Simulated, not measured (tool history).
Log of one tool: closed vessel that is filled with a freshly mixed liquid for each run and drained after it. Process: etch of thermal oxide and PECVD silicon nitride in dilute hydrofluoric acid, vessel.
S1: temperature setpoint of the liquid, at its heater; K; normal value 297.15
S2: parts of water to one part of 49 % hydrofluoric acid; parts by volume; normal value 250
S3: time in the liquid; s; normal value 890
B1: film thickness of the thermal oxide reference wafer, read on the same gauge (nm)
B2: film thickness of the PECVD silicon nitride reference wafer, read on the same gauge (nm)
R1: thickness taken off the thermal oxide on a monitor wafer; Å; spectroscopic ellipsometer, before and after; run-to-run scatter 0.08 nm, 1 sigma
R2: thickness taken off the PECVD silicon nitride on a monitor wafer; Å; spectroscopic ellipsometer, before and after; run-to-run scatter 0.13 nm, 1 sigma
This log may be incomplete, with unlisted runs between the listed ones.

| run | hour | S1 | S2 | S3 | B1 | B2 | R1 | R2 |
|---|---|---|---|---|---|---|---|---|
| 1 | 0.0 | 297.15 | 250 | 890 | 100.00 | 120.01 | 150.7 | 161.5 |
| 2 | 55.3 | 297.15 | 250 | 890 | 100.01 | 120.00 | 147.6 | 160.9 |
| 3 | 122.8 | 297.15 | 250 | 890 | 100.05 | 120.03 | 148.8 | 158.6 |
| 4 | 168.8 | 293.15 | 365 | 1115 | 99.98 | 119.99 | 98.5 | 105.7 |
| 5 | 254.2 | 292.65 | 360 | 620 | 100.03 | 120.02 | 54.5 | 59.1 |
| 6 | 305.0 | 294.65 | 355 | 1245 | 99.99 | 119.97 | 119.8 | 135.6 |
| 7 | 386.0 | 294.65 | 335 | 435 | 99.98 | 119.98 | 44.5 | 49.6 |
| 8 | 425.9 | 297.15 | 250 | 1310 | 99.98 | 120.02 | 210.4 | 230.4 |
| 9 | 468.0 | 297.15 | 250 | 890 | 100.05 | 120.02 | 144.3 | 156.8 |
| 10 | 522.3 | 292.15 | 250 | 1230 | 100.02 | 119.99 | 165.0 | 156.7 |
| 11 | 569.5 | 297.15 | 250 | 890 | 99.98 | 120.00 | 143.0 | 154.7 |
| 12 | 635.3 | 301.15 | 140 | 1390 | 99.96 | 120.00 | 520.2 | 551.0 |
|  | 646.8 | hydrofluoric acid flow meter replaced |
| 13 | 712.5 | 297.15 | 250 | 890 | 100.01 | 120.00 | 152.8 | 163.0 |
| 14 | 752.5 | 297.15 | 135 | 1400 | 100.00 | 119.99 | 494.5 | 470.8 |
|  | 804.2 | thermometer replaced |
| 15 | 924.8 | 292.65 | 250 | 1265 | 100.01 | 119.97 | 178.2 | 169.2 |
| 16 | 998.9 | 295.15 | 360 | 740 | 100.00 | 119.99 | 71.6 | 82.2 |
| 17 | 1089.2 | 297.15 | 250 | 470 | 100.03 | 120.02 | 77.6 | 83.1 |
| 18 | 1167.6 | 300.65 | 165 | 1150 | 99.98 | 119.99 | 354.4 | 382.2 |
| 19 | 1221.9 | 300.65 | 135 | 890 | 99.98 | 119.96 | 347.6 | 358.7 |
| 20 | 1329.3 | 294.65 | 250 | 890 | 100.01 | 120.00 | 130.3 | 130.9 |
| 21 | 1369.5 | 294.15 | 310 | 690 | 99.99 | 119.99 | 75.5 | 80.4 |
|  | 1393.0 | hydrofluoric acid flow meter replaced |
| 22 | 1472.2 | 297.15 | 250 | 890 | 100.01 | 120.02 | 151.0 | 160.0 |
| 23 | 1576.5 | 295.65 | 140 | 890 | 100.03 | 119.98 | 285.4 | 259.0 |
| 24 | 1683.7 | 293.15 | 155 | 890 | 100.00 | 119.98 | 226.9 | 199.1 |
| 25 | 1774.1 | 297.15 | 250 | 1215 | 100.00 | 120.01 | 199.5 | 216.7 |
| 26 | 1810.8 | 297.15 | 250 | 890 | 100.03 | 119.98 | 145.3 | 159.8 |

Some steps in R1, run to run, broken into two amounts with sign: the step expected even without the hidden condition (settings, incoming material, random variation), and the rest, left for the hidden condition together with whatever gauge scatter is not in both the measured and the hidden-condition-free result:
The tool's hidden condition here consists of: liquid hotter than its thermometer reads (K); hydrofluoric acid flow below the setpoint (%); gauge reads high (%).
Run 11 -> 12: S1 297.15 -> 301.15, S2 250 -> 140, S3 890 -> 1390. R1 +377.2 Å: hidden state -28.9, all else +406.1.
Run 12 -> 13: S1 301.15 -> 297.15, S2 140 -> 250, S3 1390 -> 890, hydrofluoric acid flow meter replaced. R1 -367.4 Å: hidden state +38.1, all else -405.5.

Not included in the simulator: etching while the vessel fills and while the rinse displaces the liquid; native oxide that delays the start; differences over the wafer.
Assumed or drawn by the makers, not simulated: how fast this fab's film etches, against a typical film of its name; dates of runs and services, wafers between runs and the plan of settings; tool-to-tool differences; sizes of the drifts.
